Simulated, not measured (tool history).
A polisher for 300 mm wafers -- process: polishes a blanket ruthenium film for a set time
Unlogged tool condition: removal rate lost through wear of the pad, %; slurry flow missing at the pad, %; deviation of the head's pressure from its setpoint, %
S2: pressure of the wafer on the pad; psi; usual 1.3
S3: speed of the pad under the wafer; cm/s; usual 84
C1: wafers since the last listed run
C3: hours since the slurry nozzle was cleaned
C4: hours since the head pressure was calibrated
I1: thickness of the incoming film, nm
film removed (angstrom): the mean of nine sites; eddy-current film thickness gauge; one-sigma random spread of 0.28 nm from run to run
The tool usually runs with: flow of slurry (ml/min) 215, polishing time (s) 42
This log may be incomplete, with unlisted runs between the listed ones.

Run 1, hour 0: usual settings but S3 68 cm/s; C1 0; wafers polished on this pad 1133; C3 883.4; C4 379.3; I1 614.8. Result: film removed (angstrom) 246.
At hour 5.8: slurry nozzle cleaned.
Run 2, hour 28.9: usual settings but S3 68 cm/s; C1 292; wafers polished on this pad 1425; C3 23.1; C4 408.2; I1 632.9. Result: film removed (angstrom) 248.
Run 3, hour 68.5: usual settings; C1 415; wafers polished on this pad 1840; C3 62.7; C4 447.8; I1 619.4. Result: film removed (angstrom) 300.
Run 4, hour 136.4: usual settings; C1 711; wafers polished on this pad 2552; C3 130.6; C4 515.7; I1 622.5. Result: film removed (angstrom) 307.
Run 5, hour 181.7: usual settings but polishing time (s) 33; C1 474; wafers polished on this pad 3027; C3 175.9; C4 561; I1 623.5. Result: film removed (angstrom) 239.
At hour 214.7: worn pad replaced by a new one.
Run 6, hour 217.5: usual settings; C1 333; wafers polished on this pad 29; C3 211.7; C4 596.8; I1 618.1. Result: film removed (angstrom) 323.
Run 7, hour 371.9: usual settings but polishing time (s) 48; C1 1618; wafers polished on this pad 1647; C3 366.1; C4 751.2; I1 610.6. Result: film removed (angstrom) 348.
At hour 565: worn pad replaced by a new one.
Run 8, hour 580.1: usual settings but polishing time (s) 48; C1 2140; wafers polished on this pad 158; C3 574.3; C4 959.4; I1 620.8. Result: film removed (angstrom) 376.
Run 9, hour 641.4: usual settings; C1 642; wafers polished on this pad 800; C3 635.6; C4 1020.7; I1 628.1. Result: film removed (angstrom) 318.
Run 10, hour 668.2: usual settings but polishing time (s) 32; C1 280; wafers polished on this pad 1081; C3 662.4; C4 1047.5; I1 623.2. Result: film removed (angstrom) 241.
Run 11, hour 709.2: usual settings; C1 429; wafers polished on this pad 1511; C3 703.4; C4 1088.5; I1 615.8. Result: film removed (angstrom) 315.
Run 12, hour 735.5: usual settings; C1 275; wafers polished on this pad 1786; C3 729.7; C4 1114.8; I1 614.4. Result: film removed (angstrom) 309.
At hour 751.6: head pressure recalibrated.
Run 13, hour 782.1: usual settings but S3 94 cm/s; C1 467; wafers polished on this pad 2254; C3 776.3; C4 30.5; I1 609.1. Result: film removed (angstrom) 326.
Run 14, hour 808.7: usual settings but S3 94 cm/s; C1 278; wafers polished on this pad 2533; C3 802.9; C4 57.1; I1 611.7. Result: film removed (angstrom) 325.
At hour 827.3: slurry nozzle cleaned.
At hour 844.5: worn pad replaced by a new one.
Run 15, hour 861.7: usual settings but polishing time (s) 30; C1 503; wafers polished on this pad 180; C3 34.4; C4 110.1; I1 620.2. Result: film removed (angstrom) 220.
Run 16, hour 899.6: usual settings; C1 397; wafers polished on this pad 577; C3 72.3; C4 148; I1 617.8. Result: film removed (angstrom) 311.
Run 17, hour 936.5: usual settings but flow of slurry (ml/min) 175; C1 386; wafers polished on this pad 963; C3 109.2; C4 184.9; I1 610.5. Result: film removed (angstrom) 291.
Run 18, hour 979.1: usual settings; C1 446; wafers polished on this pad 1410; C3 151.8; C4 227.5; I1 618. Result: film removed (angstrom) 297.
Run 19, hour 1027.2: usual settings; C1 504; wafers polished on this pad 1914; C3 199.9; C4 275.6; I1 629.5. Result: film removed (angstrom) 292.
Run 20, hour 1064.3: usual settings but flow of slurry (ml/min) 150, S2 1.2 psi, S3 104 cm/s, polishing time (s) 37; C1 388; wafers polished on this pad 2303; C3 237; C4 312.7; I1 621.4. Result: film removed (angstrom) 297.
Run 21, hour 1125.3: usual settings but flow of slurry (ml/min) 265, S2 1.5 psi, S3 68 cm/s, polishing time (s) 53; C1 639; wafers polished on this pad 2942; C3 298; C4 373.7; I1 618.7. Result: film removed (angstrom) 341.
At hour 1191.5: worn pad replaced by a new one.
Run 22, hour 1192: usual settings but flow of slurry (ml/min) 180, S2 1.7 psi, S3 92 cm/s, polishing time (s) 27; C1 657; wafers polished on this pad 5; C3 364.7; C4 440.4; I1 607.3. Result: film removed (angstrom) 258.
Run 23, hour 1240.5: usual settings but S3 74 cm/s, polishing time (s) 36; C1 508; wafers polished on this pad 513; C3 413.2; C4 488.9; I1 625.8. Result: film removed (angstrom) 231.
Run 24, hour 1289.4: usual settings; C1 512; wafers polished on this pad 1026; C3 462.1; C4 537.8; I1 622. Result: film removed (angstrom) 300.
Run 25, hour 1338.4: usual settings; C1 513; wafers polished on this pad 1539; C3 511.1; C4 586.8; I1 613.1. Result: film removed (angstrom) 300.
Run 26, hour 1399.4: usual settings but polishing time (s) 28; C1 639; wafers polished on this pad 2178; C3 572.1; C4 647.8; I1 619.8. Result: film removed (angstrom) 198.
Run 27, hour 1426.7: usual settings but flow of slurry (ml/min) 160, S2 1.6 psi, S3 98 cm/s, polishing time (s) 29; C1 286; wafers polished on this pad 2465; C3 599.4; C4 675.1; I1 622.5. Result: film removed (angstrom) 269.
Run 28, hour 1480: usual settings but flow of slurry (ml/min) 190, S2 0.8 psi, S3 114 cm/s, polishing time (s) 49; C1 558; wafers polished on this pad 3023; C3 652.7; C4 728.4; I1 616.8. Result: film removed (angstrom) 359.
At hour 1495.8: worn pad replaced by a new one.
Run 29, hour 1506.5: usual settings; C1 235; wafers polished on this pad 112; C3 679.2; C4 754.9; I1 625.3. Result: film removed (angstrom) 318.
Run 30, hour 1546.7: usual settings but S2 1.1 psi, S3 92 cm/s, polishing time (s) 30; C1 421; wafers polished on this pad 533; C3 719.4; C4 795.1; I1 627. Result: film removed (angstrom) 222.

5 options for the next run, each taken on its own from the tool as it stands now. Forecast them:
Run A, hour 1547.1: usual settings; C1 4; wafers polished on this pad 537; C3 719.8; C4 795.5; I1 612.3. Result: film removed (angstrom) ?.
Run B, hour 1547.1: usual settings but flow of slurry (ml/min) 245, S2 1.6 psi; C1 4; wafers polished on this pad 537; C3 719.8; C4 795.5; I1 612.3. Result: film removed (angstrom) ?.
Run C, hour 1547.1: usual settings but flow of slurry (ml/min) 170; C1 4; wafers polished on this pad 537; C3 719.8; C4 795.5; I1 612.3. Result: film removed (angstrom) ?.
Run D, hour 1547.1: usual settings but S3 92 cm/s; C1 4; wafers polished on this pad 537; C3 719.8; C4 795.5; I1 612.3. Result: film removed (angstrom) ?.
Run E, hour 1547.1: usual settings but S2 0.9 psi; C1 4; wafers polished on this pad 537; C3 719.8; C4 795.5; I1 612.3. Result: film removed (angstrom) ?.

run  film removed (angstrom)
  A                      310
  B                      359
  C                      301
  D                      340
  E                      252
Had the tool no hidden state, the same runs would have come out as:
run  film removed (angstrom)
  A                      314
  B                      364
  C                      305
  D                      344
  E                      256
